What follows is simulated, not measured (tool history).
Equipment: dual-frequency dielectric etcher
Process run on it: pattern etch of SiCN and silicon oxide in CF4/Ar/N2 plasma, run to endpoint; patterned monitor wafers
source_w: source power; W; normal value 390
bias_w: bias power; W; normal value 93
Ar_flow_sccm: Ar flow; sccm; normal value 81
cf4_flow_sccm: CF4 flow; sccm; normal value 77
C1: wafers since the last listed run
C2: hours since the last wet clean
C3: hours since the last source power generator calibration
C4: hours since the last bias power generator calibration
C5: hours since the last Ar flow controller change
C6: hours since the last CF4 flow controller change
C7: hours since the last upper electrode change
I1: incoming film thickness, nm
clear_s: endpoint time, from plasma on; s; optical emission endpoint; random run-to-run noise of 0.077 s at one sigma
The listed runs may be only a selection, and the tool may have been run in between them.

Run 1, hour 0.0: usual settings but source_w 350 W, bias_w 100 W; C1 0; C2 93.1; C3 2021.6; C4 2636.3; C5 147.0; C6 5108.7; C7 85.9; I1 11.49. Result: clear_s 13.2 s.
At hour 16.7: bias power generator calibrated.
Run 2, hour 17.2: usual settings but source_w 420 W, bias_w 116 W, Ar_flow_sccm 65 sccm, cf4_flow_sccm 62 sccm; C1 171; C2 110.3; C3 2038.8; C4 0.5; C5 164.2; C6 5125.9; C7 103.1; I1 11.30. Result: clear_s 10.8 s.
Run 3, hour 28.2: usual settings but bias_w 109 W; C1 143; C2 121.3; C3 2049.8; C4 11.5; C5 175.2; C6 5136.9; C7 114.1; I1 11.48. Result: clear_s 11.8 s.
At hour 54.9: CF4 flow controller replaced.
Run 4, hour 55.4: usual settings; C1 275; C2 148.5; C3 2077.0; C4 38.7; C5 202.4; C6 0.5; C7 141.3; I1 11.50. Result: clear_s 12.6 s.
At hour 65.1: source power generator calibrated.
Run 5, hour 66.8: usual settings; C1 96; C2 159.9; C3 1.7; C4 50.1; C5 213.8; C6 11.9; C7 152.7; I1 11.38. Result: clear_s 12.4 s.
Run 6, hour 89.2: usual settings; C1 291; C2 182.3; C3 24.1; C4 72.5; C5 236.2; C6 34.3; C7 175.1; I1 11.39. Result: clear_s 12.5 s.
Run 7, hour 113.3: usual settings; C1 313; C2 206.4; C3 48.2; C4 96.6; C5 260.3; C6 58.4; C7 199.2; I1 11.31. Result: clear_s 12.3 s.
Run 8, hour 133.5: usual settings but source_w 450 W; C1 262; C2 226.6; C3 68.4; C4 116.8; C5 280.5; C6 78.6; C7 219.4; I1 11.43. Result: clear_s 11.0 s.
Run 9, hour 168.0: usual settings but cf4_flow_sccm 58 sccm; C1 448; C2 261.1; C3 102.9; C4 151.3; C5 315.0; C6 113.1; C7 253.9; I1 11.42. Result: clear_s 13.1 s.
Run 10, hour 201.7: usual settings; C1 438; C2 294.8; C3 136.6; C4 185.0; C5 348.7; C6 146.8; C7 287.6; I1 11.40. Result: clear_s 12.5 s.
Run 11, hour 220.0: usual settings but cf4_flow_sccm 92 sccm; C1 238; C2 313.1; C3 154.9; C4 203.3; C5 367.0; C6 165.1; C7 305.9; I1 11.39. Result: clear_s 12.0 s.
Run 12, hour 233.5: usual settings but source_w 490 W, cf4_flow_sccm 90 sccm; C1 175; C2 326.6; C3 168.4; C4 216.8; C5 380.5; C6 178.6; C7 319.4; I1 11.60. Result: clear_s 10.4 s.
Run 13, hour 257.8: usual settings but cf4_flow_sccm 63 sccm; C1 316; C2 350.9; C3 192.7; C4 241.1; C5 404.8; C6 202.9; C7 343.7; I1 11.39. Result: clear_s 12.8 s.
Run 14, hour 276.6: usual settings but source_w 290 W; C1 244; C2 369.7; C3 211.5; C4 259.9; C5 423.6; C6 221.7; C7 362.5; I1 11.51. Result: clear_s 15.7 s.
Run 15, hour 294.2: usual settings but source_w 320 W, bias_w 110 W, cf4_flow_sccm 63 sccm; C1 228; C2 387.3; C3 229.1; C4 277.5; C5 441.2; C6 239.3; C7 380.1; I1 11.35. Result: clear_s 14.1 s.
Run 16, hour 322.7: usual settings but bias_w 99 W, cf4_flow_sccm 66 sccm; C1 370; C2 415.8; C3 257.6; C4 306.0; C5 469.7; C6 267.8; C7 408.6; I1 11.26. Result: clear_s 12.4 s.
Run 17, hour 344.3: usual settings but source_w 480 W; C1 280; C2 437.4; C3 279.2; C4 327.6; C5 491.3; C6 289.4; C7 430.2; I1 11.39. Result: clear_s 10.6 s.
Run 18, hour 379.0: usual settings; C1 451; C2 472.1; C3 313.9; C4 362.3; C5 526.0; C6 324.1; C7 464.9; I1 11.44. Result: clear_s 12.5 s.
Run 19, hour 413.2: usual settings; C1 444; C2 506.3; C3 348.1; C4 396.5; C5 560.2; C6 358.3; C7 499.1; I1 11.41. Result: clear_s 12.5 s.
Run 20, hour 438.8: usual settings but Ar_flow_sccm 64 sccm; C1 333; C2 531.9; C3 373.7; C4 422.1; C5 585.8; C6 383.9; C7 524.7; I1 11.31. Result: clear_s 12.0 s.
Run 21, hour 458.0: usual settings; C1 249; C2 551.1; C3 392.9; C4 441.3; C5 605.0; C6 403.1; C7 543.9; I1 11.31. Result: clear_s 12.4 s.
Run 22, hour 475.6: usual settings but source_w 310 W, Ar_flow_sccm 70 sccm; C1 228; C2 568.7; C3 410.5; C4 458.9; C5 622.6; C6 420.7; C7 561.5; I1 11.36. Result: clear_s 14.7 s.
Run 23, hour 494.3: usual settings but bias_w 77 W; C1 243; C2 587.4; C3 429.2; C4 477.6; C5 641.3; C6 439.4; C7 580.2; I1 11.40. Result: clear_s 13.3 s.
Run 24, hour 508.2: usual settings; C1 180; C2 601.3; C3 443.1; C4 491.5; C5 655.2; C6 453.3; C7 594.1; I1 11.47. Result: clear_s 12.6 s.

What if the next run were any one of these 4? Each begins from the tool's condition after run 24:
Run A, hour 508.6: usual settings but Ar_flow_sccm 88 sccm; C1 5; C2 601.7; C3 443.5; C4 491.9; C5 655.6; C6 453.7; C7 594.5; I1 11.37. Result: clear_s ?.
Run B, hour 508.6: usual settings but Ar_flow_sccm 93 sccm; C1 5; C2 601.7; C3 443.5; C4 491.9; C5 655.6; C6 453.7; C7 594.5; I1 11.37. Result: clear_s ?.
Run C, hour 508.6: usual settings but bias_w 87 W, Ar_flow_sccm 74 sccm, cf4_flow_sccm 83 sccm; C1 5; C2 601.7; C3 443.5; C4 491.9; C5 655.6; C6 453.7; C7 594.5; I1 11.37. Result: clear_s ?.
Run D, hour 508.6: usual settings but Ar_flow_sccm 75 sccm, cf4_flow_sccm 67 sccm; C1 5; C2 601.7; C3 443.5; C4 491.9; C5 655.6; C6 453.7; C7 594.5; I1 11.37. Result: clear_s ?.

run  clear_s
  A     12.8
  B     12.9
  C     12.6
  D     12.8
Take away the tool's hidden state, keep each run's random variation, and the runs would have read:
run  clear_s
  A     12.8
  B     12.9
  C     12.6
  D     12.8
